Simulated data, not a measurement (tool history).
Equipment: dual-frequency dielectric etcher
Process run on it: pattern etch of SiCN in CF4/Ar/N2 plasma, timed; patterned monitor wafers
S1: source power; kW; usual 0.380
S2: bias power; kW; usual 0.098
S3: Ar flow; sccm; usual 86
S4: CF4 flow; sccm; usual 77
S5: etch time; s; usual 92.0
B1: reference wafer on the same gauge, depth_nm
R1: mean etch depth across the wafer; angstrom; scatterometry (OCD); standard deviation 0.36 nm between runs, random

run     day     S1     S2   S3  S4     S5    B1   R1
  1   0.000  0.340  0.108   86  77   92.0  79.8  688
  2   0.842  0.380  0.107  107  89   83.0  79.7  663
  3   1.825  0.380  0.098   86  77   92.0  79.7  733
  4   2.329  0.380  0.098   76  71   92.0  79.6  740
      4.825  -- source power generator calibrated
      6.650  -- wet clean of the chamber
  5   6.671  0.380  0.098   74  77   92.0  79.5  748
  6   7.488  0.300  0.118   86  89   92.0  79.7  656
      8.588  -- CF4 flow controller replaced
  7   8.608  0.380  0.090   86  77  117.5  79.5  913
  8   9.392  0.460  0.098   86  77   73.0  79.2  665
      9.929  -- Ar flow controller replaced
  9  10.783  0.380  0.074   98  77   92.0  79.4  667
 10  11.454  0.380  0.121   86  77   75.5  79.0  624
 11  12.575  0.380  0.090  107  89  110.5  79.0  838
 12  13.233  0.380  0.098   86  77  107.5  78.8  839
 13  13.829  0.380  0.098   86  77   92.0  79.1  723
 14  14.479  0.380  0.116   86  77   92.0  79.1  753
 15  15.212  0.380  0.098   86  77   92.0  78.8  712
 16  15.842  0.380  0.098   86  77   92.0  78.8  722
 17  16.433  0.410  0.090   86  77  105.0  78.8  847
 18  16.983  0.380  0.098   86  77   92.0  78.7  719
 19  17.929  0.410  0.113   86  95   92.0  78.4  817
 20  19.346  0.320  0.098  101  77  104.0  78.4  693

5 ways to go on from here, each from the tool as it stands after run 20. What would each give?
  A  19.362  0.380  0.111   86  77  92.0   ?   ?
  B  19.362  0.380  0.098  106  72  92.0   ?   ?
  C  19.362  0.380  0.117   86  77  92.0   ?   ?
  D  19.362  0.380  0.109   86  85  92.0   ?   ?
  E  19.362  0.300  0.079  105  77  92.0   ?   ?

run    B1   R1
  A  78.3  741
  B  78.3  683
  C  78.3  751
  D  78.3  751
  E  78.3  556
Stripped of hidden state, with their random variation kept, the same runs would have yielded:
run   R1
  A  753
  B  694
  C  763
  D  763
  E  565

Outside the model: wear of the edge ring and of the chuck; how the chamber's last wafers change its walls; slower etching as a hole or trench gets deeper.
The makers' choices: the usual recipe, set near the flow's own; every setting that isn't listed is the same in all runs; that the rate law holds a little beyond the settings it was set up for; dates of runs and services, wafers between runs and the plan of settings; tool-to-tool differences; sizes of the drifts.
